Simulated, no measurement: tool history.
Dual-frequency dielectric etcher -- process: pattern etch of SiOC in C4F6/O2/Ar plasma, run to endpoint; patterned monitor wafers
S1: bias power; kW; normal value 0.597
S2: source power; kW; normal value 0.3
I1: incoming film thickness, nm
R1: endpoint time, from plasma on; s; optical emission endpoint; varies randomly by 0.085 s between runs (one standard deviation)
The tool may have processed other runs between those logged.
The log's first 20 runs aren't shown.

| run | hour | S1 | S2 | I1 | R1 |
|---|---|---|---|---|---|
| 21 | 1880.8 | 0.487 | 0.35 | 45.27 | 15.7 |
|  | 1982.5 | wet clean of the chamber |
| 22 | 1983 | 0.497 | 0.36 | 45.58 | 14.8 |
| 23 | 2014.1 | 0.597 | 0.3 | 45.11 | 15.1 |
| 24 | 2077.4 | 0.491 | 0.25 | 45.73 | 18.4 |
| 25 | 2155.2 | 0.597 | 0.3 | 44.93 | 15.3 |
| 26 | 2223.4 | 0.512 | 0.23 | 44.5 | 18.5 |
| 27 | 2306.9 | 0.597 | 0.3 | 45.19 | 15.4 |
| 28 | 2379.3 | 0.532 | 0.36 | 45.47 | 14.7 |
| 29 | 2481.9 | 0.597 | 0.38 | 45.08 | 13.8 |
| 30 | 2589.8 | 0.671 | 0.3 | 45.95 | 15.2 |
|  | 2664.5 | wet clean of the chamber |
| 31 | 2690.2 | 0.494 | 0.24 | 45.05 | 18.2 |
| 32 | 2758.5 | 0.597 | 0.3 | 45.8 | 15.5 |
| 33 | 2819.7 | 0.597 | 0.3 | 44.88 | 15.1 |
| 34 | 2881.9 | 0.705 | 0.3 | 44.99 | 14.4 |

Here are 5 independent what-if runs from the current tool condition. What would each one return?
| A | 2882.3 | 0.597 | 0.3 | 45.52 | ? |
| B | 2882.3 | 0.686 | 0.3 | 45.52 | ? |
| C | 2882.3 | 0.652 | 0.22 | 45.52 | ? |
| D | 2882.3 | 0.521 | 0.32 | 45.52 | ? |
| E | 2882.3 | 0.684 | 0.35 | 45.52 | ? |

| run | R1 |
|---|---|
| A | 15.5 |
| B | 14.7 |
| C | 17.7 |
| D | 15.7 |
| E | 13.6 |
With the hidden condition removed and each run's random variation left untouched, the same runs would have given:
| run | R1 |
|---|---|
| A | 15.4 |
| B | 14.6 |
| C | 17.6 |
| D | 15.6 |
| E | 13.5 |
